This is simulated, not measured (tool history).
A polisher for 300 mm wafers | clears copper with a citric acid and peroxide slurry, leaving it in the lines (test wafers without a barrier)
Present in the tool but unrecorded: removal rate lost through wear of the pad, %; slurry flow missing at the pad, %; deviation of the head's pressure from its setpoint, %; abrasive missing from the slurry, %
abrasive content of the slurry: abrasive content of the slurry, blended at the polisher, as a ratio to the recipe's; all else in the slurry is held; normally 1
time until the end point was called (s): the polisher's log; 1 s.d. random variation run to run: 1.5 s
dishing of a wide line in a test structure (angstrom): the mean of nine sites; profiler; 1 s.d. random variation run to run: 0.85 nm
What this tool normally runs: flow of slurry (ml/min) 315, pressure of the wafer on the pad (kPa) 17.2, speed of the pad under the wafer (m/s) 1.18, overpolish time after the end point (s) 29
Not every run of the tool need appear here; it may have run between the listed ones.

run	day	flow of slurry (ml/min)	pressure of the wafer on the pad (kPa)	speed of the pad under the wafer (m/s)	abrasive content of the slurry	overpolish time after the end point (s)	wafers since the last listed run	wafers polished on this pad	hours since the slurry nozzle was cleaned	hours since the head pressure was calibrated	hours since the slurry blender was calibrated	incoming thickness of the incoming film, nm	time until the end point was called (s)	dishing of a wide line in a test structure (angstrom)
1	0	315	17.2	1.18	1	29	0	705	105.3	669.2	138.4	151	79.6	351
2	0.346	315	14.5	1.18	1	29	116	821	113.6	677.5	146.7	152.7	92.9	296
3	0.758	315	14.5	1.18	1	29	138	960	123.5	687.4	156.6	153.3	94	299
4	1.3	315	14.5	1.18	1	29	182	1142	136.5	700.4	169.6	149.1	96.1	305
5	1.742	275	17.2	1.18	1	35	148	1290	147.1	711	180.2	149.2	88.3	376
# day 2.221: worn pad replaced by a new one
6	2.392	315	17.2	1.38	1	22	162	56	162.7	726.6	195.8	150.4	71.3	307
7	3.088	315	17.2	1.38	1	22	233	290	179.4	743.3	212.5	148.5	68.3	302
8	4.35	315	17.2	1.38	1	22	424	714	209.7	773.6	242.8	149.8	72.4	293
# day 4.875: slurry blender recalibrated
# day 4.9: slurry nozzle cleaned
9	4.921	315	17.2	1.18	1	29	154	869	0.5	787.3	1.1	148.4	81.2	334
10	5.254	315	17.2	1.18	1	29	112	981	8.5	795.3	9.1	149.5	84.2	328
# day 6.021: worn pad replaced by a new one
11	6.042	315	11	1.18	1	29	208	7	27.4	814.2	28	150.5	106.9	267
12	6.462	245	21.4	1.18	1	37	141	149	37.5	824.3	38.1	148.9	68.2	505
13	6.75	315	13.1	1.18	1	29	96	245	44.4	831.2	45	150	99.7	303
# day 6.983: head pressure recalibrated
14	7.312	270	17.2	1.18	1	29	161	406	57.9	7.9	58.5	149.2	80.1	326
15	7.688	315	17.2	1.18	1.25	19	126	532	66.9	16.9	67.5	147	74.7	254
16	8.062	315	17.2	0.9	1.25	39	126	658	75.9	25.9	76.5	148.8	84.8	406
17	8.725	315	17.2	1.18	1	29	222	881	91.8	41.8	92.4	147.6	80.8	336
18	9.004	215	17.2	0.92	0.8	36	93	975	98.5	48.5	99.1	149.1	110.6	313
# day 9.458: worn pad replaced by a new one
19	9.479	315	17.2	1.18	1	29	103	7	109.9	59.9	110.5	150.6	75	372
20	9.821	315	17.2	1.38	1	22	114	122	118.1	68.1	118.7	151.9	71.2	298
21	10.112	315	17.2	1.18	1.25	13	98	220	125.1	75.1	125.7	147.1	70.8	195

Each row is a separate what-if for the run after 21, all from the same tool condition, not one after another. Results?
A	10.129	315	17.2	1.18	1	29	5	225	125.5	75.5	126.1	148.1	?	?
B	10.129	415	20.7	0.88	1	39	5	225	125.5	75.5	126.1	148.1	?	?
C	10.129	315	19.3	1.54	1	22	5	225	125.5	75.5	126.1	148.1	?	?
D	10.129	315	20.7	1.18	1	19	5	225	125.5	75.5	126.1	148.1	?	?

run	time until the end point was called (s)	dishing of a wide line in a test structure (angstrom)
A	77.3	359
B	78.1	459
C	58.7	360
D	66.6	286
With no hidden state in the tool, these same runs would have given:
run	time until the end point was called (s)	dishing of a wide line in a test structure (angstrom)
A	76.5	363
B	77.3	463
C	58.1	364
D	65.8	289
